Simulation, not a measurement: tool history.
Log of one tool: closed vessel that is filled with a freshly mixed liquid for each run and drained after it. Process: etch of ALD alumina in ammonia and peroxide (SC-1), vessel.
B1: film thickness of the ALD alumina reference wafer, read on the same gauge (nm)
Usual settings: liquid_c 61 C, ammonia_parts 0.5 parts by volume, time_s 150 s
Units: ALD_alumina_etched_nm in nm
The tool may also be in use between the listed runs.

Run 1, hour 0: usual settings; B1 100.02. Result: ALD_alumina_etched_nm 9.35 nm.
Run 2, hour 12.2: usual settings; B1 99.99. Result: ALD_alumina_etched_nm 9.49 nm.
Run 3, hour 32.2: usual settings; B1 100.01. Result: ALD_alumina_etched_nm 9.55 nm.
Run 4, hour 61.8: usual settings; B1 99.99. Result: ALD_alumina_etched_nm 9.55 nm.
Run 5, hour 89: usual settings; B1 99.99. Result: ALD_alumina_etched_nm 9.52 nm.
Run 6, hour 123.4: usual settings but time_s 125 s; B1 100.01. Result: ALD_alumina_etched_nm 7.98 nm.
Run 7, hour 201.6: usual settings; B1 100. Result: ALD_alumina_etched_nm 9.54 nm.
At hour 236.7: new drum of ammonia solution connected.
Run 8, hour 237.2: usual settings; B1 100.01. Result: ALD_alumina_etched_nm 9.61 nm.
At hour 251.2: gauge calibrated.
Run 9, hour 264.4: usual settings but liquid_c 57 C, ammonia_parts 0.75 parts by volume, time_s 110 s; B1 99.97. Result: ALD_alumina_etched_nm 5.92 nm.
Run 10, hour 297.9: usual settings but liquid_c 70 C, ammonia_parts 0.4 parts by volume, time_s 125 s; B1 100.01. Result: ALD_alumina_etched_nm 12.38 nm.
At hour 322.1: ammonia flow meter replaced.
Run 11, hour 322.6: usual settings but ammonia_parts 0.4 parts by volume, time_s 100 s; B1 100.01. Result: ALD_alumina_etched_nm 6.17 nm.
Run 12, hour 354.4: usual settings but liquid_c 70 C, ammonia_parts 0.3 parts by volume, time_s 230 s; B1 99.99. Result: ALD_alumina_etched_nm 21.8 nm.
At hour 370.2: thermometer replaced.
Run 13, hour 388.9: usual settings; B1 100. Result: ALD_alumina_etched_nm 9.56 nm.
Run 14, hour 408.5: usual settings but liquid_c 51 C, ammonia_parts 0.4 parts by volume, time_s 90 s; B1 99.97. Result: ALD_alumina_etched_nm 3.32 nm.
Run 15, hour 429.5: usual settings but liquid_c 65 C, ammonia_parts 0.6 parts by volume; B1 100. Result: ALD_alumina_etched_nm 11.71 nm.
Run 16, hour 452.3: usual settings; B1 100. Result: ALD_alumina_etched_nm 9.41 nm.
Run 17, hour 466.8: usual settings but liquid_c 69 C; B1 99.99. Result: ALD_alumina_etched_nm 13.98 nm.

Forecast each of these 4 alternatives for the next run:
Run A, hour 467.5: usual settings; B1 ?. Result: ALD_alumina_etched_nm ?.
Run B, hour 467.5: usual settings but liquid_c 54 C, ammonia_parts 0.7 parts by volume, time_s 115 s; B1 ?. Result: ALD_alumina_etched_nm ?.
Run C, hour 467.5: usual settings but liquid_c 68.5 C, ammonia_parts 0.55 parts by volume, time_s 105 s; B1 ?. Result: ALD_alumina_etched_nm ?.
Run D, hour 467.5: usual settings but liquid_c 67 C, time_s 105 s; B1 ?. Result: ALD_alumina_etched_nm ?.

run   B1  ALD_alumina_etched_nm
  A  100                   9.64
  B  100                    5.3
  C  100                   9.89
  D  100                   9.11
Without the tool's hidden state the same runs would have given:
run  ALD_alumina_etched_nm
  A                   9.64
  B                    5.3
  C                   9.89
  D                   9.11
